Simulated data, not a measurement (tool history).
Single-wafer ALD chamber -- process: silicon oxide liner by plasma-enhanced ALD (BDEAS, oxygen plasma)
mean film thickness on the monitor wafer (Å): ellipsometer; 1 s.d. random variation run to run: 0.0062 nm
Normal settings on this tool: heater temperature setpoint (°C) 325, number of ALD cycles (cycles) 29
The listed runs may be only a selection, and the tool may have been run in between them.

| run | hour | heater temperature setpoint (°C) | number of ALD cycles (cycles) | wafers since the last listed run | hours since the last thermocouple change | hours since the gauge calibration | read-back reference wafer on the same gauge, thickness_nm | mean film thickness on the monitor wafer (Å) |
|---|---|---|---|---|---|---|---|---|
| 1 | 0.0 | 332 | 29 | 0 | 1368.1 | 1128.5 | 2.044 | 24.38 |
| 2 | 87.0 | 332 | 29 | 924 | 1455.1 | 1215.5 | 2.046 | 24.31 |
|  | 212.5 | thermocouple changed; heater temperature recalibrated |
| 3 | 378.4 | 325 | 29 | 3012 | 165.9 | 1506.9 | 2.039 | 24.47 |
| 4 | 442.0 | 329 | 29 | 675 | 229.5 | 1570.5 | 2.039 | 24.32 |
| 5 | 522.8 | 329 | 29 | 858 | 310.3 | 1651.3 | 2.034 | 24.30 |
| 6 | 589.4 | 325 | 29 | 707 | 376.9 | 1717.9 | 2.033 | 24.36 |
| 7 | 687.6 | 325 | 29 | 1043 | 475.1 | 1816.1 | 2.034 | 24.33 |
| 8 | 856.7 | 325 | 29 | 1797 | 644.2 | 1985.2 | 2.029 | 24.27 |
| 9 | 939.9 | 325 | 29 | 884 | 727.4 | 2068.4 | 2.027 | 24.31 |
| 10 | 1027.4 | 325 | 29 | 929 | 814.9 | 2155.9 | 2.024 | 24.42 |
| 11 | 1064.7 | 334 | 29 | 396 | 852.2 | 2193.2 | 2.025 | 23.95 |
|  | 1110.3 | gauge calibrated |
| 12 | 1139.5 | 334 | 29 | 795 | 927.0 | 29.2 | 2.067 | 24.42 |
| 13 | 1219.7 | 334 | 29 | 852 | 1007.2 | 109.4 | 2.067 | 24.55 |
| 14 | 1314.2 | 325 | 29 | 1004 | 1101.7 | 203.9 | 2.065 | 24.60 |
| 15 | 1361.7 | 325 | 29 | 504 | 1149.2 | 251.4 | 2.062 | 24.79 |
| 16 | 1465.0 | 325 | 35 | 1097 | 1252.5 | 354.7 | 2.061 | 29.86 |
| 17 | 1538.2 | 320 | 34 | 778 | 1325.7 | 427.9 | 2.059 | 29.06 |
| 18 | 1610.7 | 325 | 29 | 770 | 1398.2 | 500.4 | 2.058 | 24.61 |
| 19 | 1687.8 | 331 | 29 | 819 | 1475.3 | 577.5 | 2.058 | 24.45 |
| 20 | 1736.7 | 330 | 23 | 519 | 1524.2 | 626.4 | 2.053 | 19.41 |
| 21 | 1809.0 | 335 | 24 | 768 | 1596.5 | 698.7 | 2.051 | 20.19 |
| 22 | 1884.2 | 325 | 31 | 799 | 1671.7 | 773.9 | 2.051 | 26.33 |
|  | 1908.5 | thermocouple changed; heater temperature recalibrated |
| 23 | 1987.0 | 336 | 26 | 1007 | 78.5 | 876.7 | 2.052 | 21.65 |
| 24 | 2300.3 | 325 | 27 | 3329 | 391.8 | 1190.0 | 2.042 | 22.80 |
| 25 | 2339.5 | 325 | 29 | 416 | 431.0 | 1229.2 | 2.044 | 24.45 |
| 26 | 2445.3 | 332 | 26 | 1124 | 536.8 | 1335.0 | 2.040 | 21.67 |
| 27 | 2517.0 | 310 | 32 | 762 | 608.5 | 1406.7 | 2.037 | 27.46 |

Here are 3 independent what-if runs from the current tool condition. What would each one return?
| A | 2517.4 | 325 | 29 | 4 | 608.9 | 1407.1 | ? | ? |
| B | 2517.4 | 312 | 24 | 4 | 608.9 | 1407.1 | ? | ? |
| C | 2517.4 | 340 | 34 | 4 | 608.9 | 1407.1 | ? | ? |

| run | read-back reference wafer on the same gauge, thickness_nm | mean film thickness on the monitor wafer (Å) |
|---|---|---|
| A | 2.038 | 24.43 |
| B | 2.038 | 20.55 |
| C | 2.038 | 28.09 |
With the hidden condition removed and each run's random variation left untouched, the same runs would have given:
| run | mean film thickness on the monitor wafer (Å) |
|---|---|
| A | 24.81 |
| B | 20.87 |
| C | 28.53 |
